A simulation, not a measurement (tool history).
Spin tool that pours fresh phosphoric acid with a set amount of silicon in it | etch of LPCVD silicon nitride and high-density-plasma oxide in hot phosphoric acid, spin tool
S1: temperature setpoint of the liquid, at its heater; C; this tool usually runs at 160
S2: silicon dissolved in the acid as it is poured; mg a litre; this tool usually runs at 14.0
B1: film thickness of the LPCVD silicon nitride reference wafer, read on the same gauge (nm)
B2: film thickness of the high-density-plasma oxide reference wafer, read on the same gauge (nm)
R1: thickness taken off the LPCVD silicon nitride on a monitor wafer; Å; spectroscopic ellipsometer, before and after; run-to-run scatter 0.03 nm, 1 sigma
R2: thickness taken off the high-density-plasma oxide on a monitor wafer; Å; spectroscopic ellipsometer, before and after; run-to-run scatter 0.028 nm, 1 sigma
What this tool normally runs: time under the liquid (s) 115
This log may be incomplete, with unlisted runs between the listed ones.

{"run": 1, "day": 0.0, "S1": 160, "S2": 19.0, "time under the liquid (s)": 115, "B1": 60.0, "B2": 100.015, "R1": 92.2, "R2": 3.66}
{"run": 2, "day": 1.879, "S1": 162, "S2": 14.0, "time under the liquid (s)": 115, "B1": 60.01, "B2": 100.004, "R1": 99.5, "R2": 4.32}
{"run": 3, "day": 3.533, "S1": 162, "S2": 14.0, "time under the liquid (s)": 115, "B1": 60.0, "B2": 100.007, "R1": 98.5, "R2": 4.6}
{"run": 4, "day": 6.025, "S1": 162, "S2": 14.0, "time under the liquid (s)": 115, "B1": 60.0, "B2": 99.992, "R1": 98.6, "R2": 4.48}
{"run": 5, "day": 9.879, "S1": 160, "S2": 14.0, "time under the liquid (s)": 115, "B1": 60.0, "B2": 100.003, "R1": 92.4, "R2": 3.51}
{"day": 10.929, "done": "thermometer replaced"}
{"run": 6, "day": 14.1, "S1": 160, "S2": 14.0, "time under the liquid (s)": 115, "B1": 59.99, "B2": 99.996, "R1": 91.3, "R2": 3.52}
{"run": 7, "day": 17.242, "S1": 162, "S2": 23.0, "time under the liquid (s)": 115, "B1": 60.02, "B2": 99.998, "R1": 97.3, "R2": 3.44}
{"run": 8, "day": 20.712, "S1": 157, "S2": 20.5, "time under the liquid (s)": 150, "B1": 59.99, "B2": 99.972, "R1": 106.5, "R2": 2.66}
{"run": 9, "day": 24.35, "S1": 160, "S2": 21.0, "time under the liquid (s)": 115, "B1": 60.03, "B2": 100.009, "R1": 90.6, "R2": 2.91}
{"run": 10, "day": 28.35, "S1": 162, "S2": 14.0, "time under the liquid (s)": 115, "B1": 60.0, "B2": 99.988, "R1": 97.2, "R2": 3.91}
{"day": 30.058, "done": "gauge calibrated"}
{"run": 11, "day": 41.546, "S1": 160, "S2": 14.0, "time under the liquid (s)": 115, "B1": 60.0, "B2": 99.983, "R1": 90.4, "R2": 3.45}

What will run 12 give?
{"day": 44.408, "done": "dissolved silicon flow meter replaced"}
{"run": 12, "day": 44.833, "S1": 160, "S2": 14.0, "time under the liquid (s)": 115, "B1": "?", "B2": "?", "R1": "?", "R2": "?"}

Logged for run 12: B1 60.01, B2 99.989, R1 90.8 Å, R2 3.72 Å.
Without the tool's hidden state the same run would have given R1 91.5 Å, R2 3.79 Å.
